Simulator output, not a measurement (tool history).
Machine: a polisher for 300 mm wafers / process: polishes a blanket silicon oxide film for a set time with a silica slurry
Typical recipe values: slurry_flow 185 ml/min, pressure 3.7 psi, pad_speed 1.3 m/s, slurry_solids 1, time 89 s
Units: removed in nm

run,hour,slurry_flow,pressure,pad_speed,slurry_solids,time,wafers since the last listed run,wafers polished on this pad,hours since the slurry nozzle was cleaned,hours since the head pressure was calibrated,hours since the slurry blender was calibrated,hours since the conditioning disc was replaced,"incoming thickness of the incoming film, nm",removed
1,0,185,3.7,1.3,1,89,0,444,585.7,515.5,342.5,176.6,1726.7,256.3
# hour 30.8: worn pad replaced by a new one
2,41,185,3.7,1.3,1,89,242,66,626.7,556.5,383.5,217.6,1706.4,250.4
3,48.6,185,3.7,1.3,1,89,49,116,634.3,564.1,391.1,225.2,1720.6,246.1
4,55.6,185,3.7,1.3,1,106,45,162,641.3,571.1,398.1,232.2,1684,300.8
5,65.4,185,3.7,1.3,1,106,64,226,651.1,580.9,407.9,242,1683,304.1
# hour 70.2: head pressure recalibrated
6,73.9,185,3.7,1.3,1,106,42,268,659.6,3.7,416.4,250.5,1727.2,300.7
# hour 83.6: conditioning disc replaced and pad reconditioned
7,89.2,185,3.7,1.3,1,89,86,355,674.9,19,431.7,5.6,1722.6,250.1
# hour 92.8: slurry blender recalibrated
8,109.4,185,4.8,1.3,1,106,119,475,695.1,39.2,16.6,25.8,1691.8,385.7
9,115.4,185,3.7,1.3,1,89,39,514,701.1,45.2,22.6,31.8,1706.8,249.9
# hour 122.2: slurry nozzle cleaned
10,132.7,185,3.7,1.3,1,89,106,620,10.5,62.5,39.9,49.1,1683.2,270.4
# hour 142.4: worn pad replaced by a new one
11,150.2,160,3.7,1.12,1.15,89,88,51,28,80,57.4,66.6,1703.7,252
12,164.7,185,3.7,0.9,1,89,94,146,42.5,94.5,71.9,81.1,1677.8,209.9
13,179.5,185,3.7,1.3,1,89,96,242,57.3,109.3,86.7,95.9,1682.3,276.2
14,188,155,3.7,1.3,1.2,89,55,298,65.8,117.8,95.2,104.4,1715.3,282.4
15,203.9,185,3.2,0.96,1.2,89,104,402,81.7,133.7,111.1,120.3,1717.8,198.5
16,215.9,185,3.7,1.3,1,89,78,481,93.7,145.7,123.1,132.3,1731,272.6
17,232.2,185,3.7,0.94,0.8,89,106,587,110,162,139.4,148.6,1677.6,188.2
# hour 245: worn pad replaced by a new one
18,245.7,185,2.5,1.3,1,71,62,4,123.5,175.5,152.9,162.1,1677.6,147.4
19,260.5,185,3.7,1.3,1,89,96,101,138.3,190.3,167.7,176.9,1678.2,270.2
20,266.9,185,4.9,1.3,1,101,41,143,144.7,196.7,174.1,183.3,1713.7,412.4
21,273.8,185,3.7,1.3,1,89,45,188,151.6,203.6,181,190.2,1709.4,272.2
22,302.5,185,4.7,1.3,1.2,66,187,376,180.3,232.3,209.7,218.9,1724.8,269.5
23,344.3,185,5,1.3,1,89,273,649,222.1,274.1,251.5,260.7,1732.4,354.5
24,351.9,185,3.7,1.3,1,106,49,699,229.7,281.7,259.1,268.3,1707,319.6
# hour 364.6: worn pad replaced by a new one
25,365.1,185,3.7,1.3,1,98,60,3,242.9,294.9,272.3,281.5,1732.2,294.7
# hour 367.1: conditioning disc replaced and pad reconditioned
26,370,220,3.7,1.48,1,89,18,22,247.8,299.8,277.2,2.9,1715.5,309
27,384.4,185,3.7,1.3,1.3,89,94,116,262.2,314.2,291.6,17.3,1708.5,287.8

Selected run-to-run steps in removed, each split into two signed amounts: the part the tool would show with no hidden state at all (from settings, incoming material and random variation), and the remainder, which goes to the hidden state together with any gauge scatter not common to the measured and the hidden-state-free results:
Hidden state present: removal rate lost through wear of the pad, %; slurry flow missing at the pad, %; deviation of the head's pressure from its setpoint, %; abrasive missing from the slurry, %; time polished since the conditioner stopped cutting, s.
Run 7 -> 8: pressure 3.7 -> 4.8, time 89 -> 106, slurry blender recalibrated. removed +135.6 nm: hidden state -14.4, all else +150.
Run 9 -> 10: slurry nozzle cleaned. removed +20.5 nm: hidden state +23.8, all else -3.3.
Run 19 -> 20: pressure 3.7 -> 4.9, time 89 -> 101. removed +142.2 nm: hidden state -2.4, all else +144.6.
Run 20 -> 21: pressure 4.9 -> 3.7, time 101 -> 89. removed -140.2 nm: hidden state +2, all else -142.2.
